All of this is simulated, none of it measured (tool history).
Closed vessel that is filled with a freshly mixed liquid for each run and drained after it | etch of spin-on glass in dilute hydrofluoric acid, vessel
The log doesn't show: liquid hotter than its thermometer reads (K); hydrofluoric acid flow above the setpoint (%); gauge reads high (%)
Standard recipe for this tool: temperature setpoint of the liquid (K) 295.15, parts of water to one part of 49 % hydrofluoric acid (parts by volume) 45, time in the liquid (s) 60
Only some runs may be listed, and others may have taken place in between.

run   hour  temperature setpoint of the liquid (K)  parts of water to one part of 49 % hydrofluoric acid (parts by volume)  time in the liquid (s)  wafers since the last listed run  hours since the thermometer was replaced  hours since the hydrofluoric acid flow meter was replaced  hours since the gauge calibration  read-back film thickness of the spin-on glass reference wafer, read on the same gauge (nm)  thickness taken off the spin-on glass on a monitor wafer (Å)
  1      0                                  291.15                                                                      45                      60                                 0                                     996.6                                                     1104.7                              147.2                                                                                       49.97                                                         539.5
  2    6.8                                  292.15                                                                      60                      60                               668                                    1003.4                                                     1111.5                                154                                                                                       49.99                                                         412.9
  3   21.6                                  292.15                                                                      60                      60                              1456                                    1018.2                                                     1126.3                              168.8                                                                                       50.02                                                         413.5
  4     37                                  295.15                                                                      45                      60                              1515                                    1033.6                                                     1141.7                              184.2                                                                                          50                                                         642.3
  5   45.6                                  295.15                                                                      45                      60                               846                                    1042.2                                                     1150.3                              192.8                                                                                       49.99                                                         637.2
  6   79.3                                  295.15                                                                      45                      60                              3315                                    1075.9                                                       1184                              226.5                                                                                       49.99                                                         639.9
  7   92.9                                  295.15                                                                      55                      60                              1337                                    1089.5                                                     1197.6                              240.1                                                                                       50.03                                                         519.6
  8    107                                  295.15                                                                      45                      60                              1387                                    1103.6                                                     1211.7                              254.2                                                                                       49.99                                                         639.5
  9  123.6                                  295.15                                                                      45                      60                              1633                                    1120.2                                                     1228.3                              270.8                                                                                       50.01                                                         634.4
 10  131.4                                  295.15                                                                      45                      60                               767                                      1128                                                     1236.1                              278.6                                                                                       49.99                                                         650.3
 11    183                                  295.15                                                                      45                      60                              5076                                    1179.6                                                     1287.7                              330.2                                                                                       50.01                                                         640.7
     186.9  -- hydrofluoric acid flow meter replaced
     194.1  -- thermometer replaced
 12    195                                  295.15                                                                      45                      60                               983                                       0.9                                                        8.1                              342.2                                                                                       50.01                                                         676.2
 13  208.8                                  295.15                                                                      45                      60                              1357                                      14.7                                                       21.9                                356                                                                                       49.98                                                         681.8
 14  224.9                                  295.15                                                                      30                      30                              1583                                      30.8                                                         38                              372.1                                                                                       49.98                                                         513.5
     232.7  -- hydrofluoric acid flow meter replaced, repeated, since the last time left the tool worse
 15  233.8                                  292.65                                                                      60                      40                               777                                      39.7                                                        1.1                                381                                                                                       50.01                                                         263.8
 16    248                                  292.65                                                                      60                      40                              1396                                      53.9                                                       15.3                              395.2                                                                                          50                                                         259.6
 17  254.9                                  292.65                                                                      45                      50                               678                                      60.8                                                       22.2                              402.1                                                                                       50.02                                                         444.6
 18  268.8                                  299.15                                                                      55                      90                              1367                                      74.7                                                       36.1                                416                                                                                       50.01                                                         852.7
     274.4  -- gauge calibrated
 19    281                                  295.15                                                                      45                      60                              1200                                      86.9                                                       48.3                                6.6                                                                                       49.98                                                         592.6
 20  287.1                                  296.65                                                                      55                      45                               600                                        93                                                       54.4                               12.7                                                                                       50.01                                                           383
 21  296.6                                  300.15                                                                      45                      60                               934                                     102.5                                                       63.9                               22.2                                                                                       49.99                                                         730.9
 22  303.9                                  295.15                                                                      45                      35                               718                                     109.8                                                       71.2                               29.5                                                                                       50.01                                                         345.9
 23  317.2                                  295.15                                                                      30                      60                              1308                                     123.1                                                       84.5                               42.8                                                                                       49.98                                                         911.4
 24  367.8                                  293.65                                                                      45                      60                              4977                                     173.7                                                      135.1                               93.4                                                                                       50.01                                                         560.8
 25  378.5                                  295.15                                                                      45                      60                              1052                                     184.4                                                      145.8                              104.1                                                                                       49.99                                                         592.4

Each row is a separate what-if for the run after 25, all from the same tool condition, not one after another. Results?
  A  379.2                                  295.15                                                                      45                      60                                68                                     185.1                                                      146.5                              104.8                                                                                           ?                                                             ?
  B  379.2                                  295.15                                                                      45                      75                                68                                     185.1                                                      146.5                              104.8                                                                                           ?                                                             ?
  C  379.2                                  295.15                                                                      60                      90                                68                                     185.1                                                      146.5                              104.8                                                                                           ?                                                             ?
  D  379.2                                  290.15                                                                      25                      80                                68                                     185.1                                                      146.5                              104.8                                                                                           ?                                                             ?
  E  379.2                                  296.65                                                                      55                      50                                68                                     185.1                                                      146.5                              104.8                                                                                           ?                                                             ?

run  read-back film thickness of the spin-on glass reference wafer, read on the same gauge (nm)  thickness taken off the spin-on glass on a monitor wafer (Å)
  A                                                                                       49.98                                                         593.7
  B                                                                                       49.98                                                         742.2
  C                                                                                       49.98                                                         655.7
  D                                                                                       49.98                                                        1175.7
  E                                                                                       49.98                                                         425.5
Stripped of hidden state, with their random variation kept, the same runs would have yielded:
run  thickness taken off the spin-on glass on a monitor wafer (Å)
  A                                                         581.2
  B                                                         726.5
  C                                                         641.6
  D                                                        1151.6
  E                                                         416.4
